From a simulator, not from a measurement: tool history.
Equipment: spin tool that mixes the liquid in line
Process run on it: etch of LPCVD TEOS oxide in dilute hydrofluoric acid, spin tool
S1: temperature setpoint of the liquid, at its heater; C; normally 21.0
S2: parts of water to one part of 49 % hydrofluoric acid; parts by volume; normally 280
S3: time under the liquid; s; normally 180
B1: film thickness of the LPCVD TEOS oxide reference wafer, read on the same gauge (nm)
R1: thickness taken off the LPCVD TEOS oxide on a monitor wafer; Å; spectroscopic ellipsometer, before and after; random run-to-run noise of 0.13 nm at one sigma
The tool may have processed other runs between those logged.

{"run": 1, "day": 0.0, "S1": 21.0, "S2": 280, "S3": 180, "B1": 140.01, "R1": 193.7}
{"run": 2, "day": 4.783, "S1": 21.0, "S2": 375, "S3": 180, "B1": 139.99, "R1": 132.4}
{"run": 3, "day": 6.433, "S1": 21.0, "S2": 375, "S3": 180, "B1": 140.0, "R1": 134.1}
{"day": 7.85, "done": "hydrofluoric acid flow meter replaced"}
{"run": 4, "day": 8.554, "S1": 17.0, "S2": 280, "S3": 260, "B1": 139.99, "R1": 242.7}
{"run": 5, "day": 10.767, "S1": 17.0, "S2": 280, "S3": 260, "B1": 139.99, "R1": 241.7}
{"run": 6, "day": 12.758, "S1": 21.0, "S2": 280, "S3": 180, "B1": 139.99, "R1": 196.1}
{"day": 14.121, "done": "thermometer replaced"}
{"run": 7, "day": 14.908, "S1": 21.0, "S2": 280, "S3": 180, "B1": 140.01, "R1": 183.1}
{"run": 8, "day": 17.258, "S1": 21.0, "S2": 280, "S3": 180, "B1": 140.03, "R1": 183.9}
{"run": 9, "day": 20.55, "S1": 21.0, "S2": 280, "S3": 180, "B1": 140.01, "R1": 183.8}
{"run": 10, "day": 22.846, "S1": 21.0, "S2": 175, "S3": 180, "B1": 140.0, "R1": 327.1}
{"run": 11, "day": 27.071, "S1": 18.5, "S2": 280, "S3": 260, "B1": 140.01, "R1": 244.3}
{"run": 12, "day": 33.846, "S1": 21.0, "S2": 280, "S3": 180, "B1": 140.01, "R1": 185.2}
{"run": 13, "day": 35.617, "S1": 24.0, "S2": 200, "S3": 245, "B1": 140.01, "R1": 423.2}
{"run": 14, "day": 38.421, "S1": 21.0, "S2": 175, "S3": 180, "B1": 140.01, "R1": 332.2}
{"run": 15, "day": 40.167, "S1": 18.5, "S2": 210, "S3": 180, "B1": 139.99, "R1": 242.9}
{"run": 16, "day": 50.508, "S1": 21.0, "S2": 280, "S3": 180, "B1": 139.98, "R1": 189.2}
{"run": 17, "day": 54.825, "S1": 24.0, "S2": 225, "S3": 240, "B1": 140.0, "R1": 363.6}
{"run": 18, "day": 56.912, "S1": 19.0, "S2": 205, "S3": 225, "B1": 140.0, "R1": 321.5}
{"run": 19, "day": 66.275, "S1": 17.0, "S2": 280, "S3": 255, "B1": 139.99, "R1": 230.4}
{"run": 20, "day": 70.321, "S1": 21.0, "S2": 365, "S3": 180, "B1": 140.0, "R1": 134.2}
{"run": 21, "day": 74.5, "S1": 21.0, "S2": 280, "S3": 105, "B1": 140.01, "R1": 109.9}
{"run": 22, "day": 77.779, "S1": 21.0, "S2": 280, "S3": 180, "B1": 140.01, "R1": 194.3}
{"day": 79.442, "done": "gauge calibrated"}
{"run": 23, "day": 81.871, "S1": 21.0, "S2": 155, "S3": 210, "B1": 140.01, "R1": 465.6}
{"run": 24, "day": 85.721, "S1": 21.0, "S2": 280, "S3": 180, "B1": 139.99, "R1": 190.0}
{"run": 25, "day": 87.529, "S1": 23.5, "S2": 280, "S3": 180, "B1": 140.0, "R1": 210.1}
{"run": 26, "day": 90.625, "S1": 18.5, "S2": 230, "S3": 255, "B1": 140.01, "R1": 317.5}
{"day": 91.129, "done": "hydrofluoric acid flow meter replaced"}
{"run": 27, "day": 92.392, "S1": 21.0, "S2": 280, "S3": 180, "B1": 139.99, "R1": 194.3}
{"run": 28, "day": 102.617, "S1": 17.0, "S2": 335, "S3": 275, "B1": 140.0, "R1": 200.9}
{"run": 29, "day": 106.421, "S1": 21.0, "S2": 280, "S3": 110, "B1": 140.02, "R1": 119.3}
{"day": 109.933, "done": "thermometer replaced"}
{"run": 30, "day": 110.754, "S1": 22.5, "S2": 345, "S3": 210, "B1": 140.0, "R1": 172.2}
{"run": 31, "day": 112.417, "S1": 21.0, "S2": 280, "S3": 225, "B1": 139.99, "R1": 229.7}
{"run": 32, "day": 114.396, "S1": 21.0, "S2": 280, "S3": 210, "B1": 140.02, "R1": 213.7}

Run by run, hidden condition taken away, random variation retained:
The hidden state here: liquid hotter than its thermometer reads (K); hydrofluoric acid flow below the setpoint (%); gauge reads high (%).
run=1 R1=183.0
run=2 R1=125.2
run=3 R1=126.6
run=4 R1=227.5
run=5 R1=226.2
run=6 R1=184.0
run=7 R1=182.0
run=8 R1=182.5
run=9 R1=182.0
run=10 R1=323.3
run=11 R1=240.8
run=12 R1=181.9
run=13 R1=415.2
run=14 R1=325.0
run=15 R1=237.3
run=16 R1=184.0
run=17 R1=352.6
run=18 R1=310.6
run=19 R1=221.3
run=20 R1=129.1
run=21 R1=105.3
run=22 R1=185.7
run=23 R1=442.2
run=24 R1=180.8
run=25 R1=199.9
run=26 R1=300.2
run=27 R1=184.0
run=28 R1=188.9
run=29 R1=112.1
run=30 R1=171.9
run=31 R1=228.9
run=32 R1=212.8
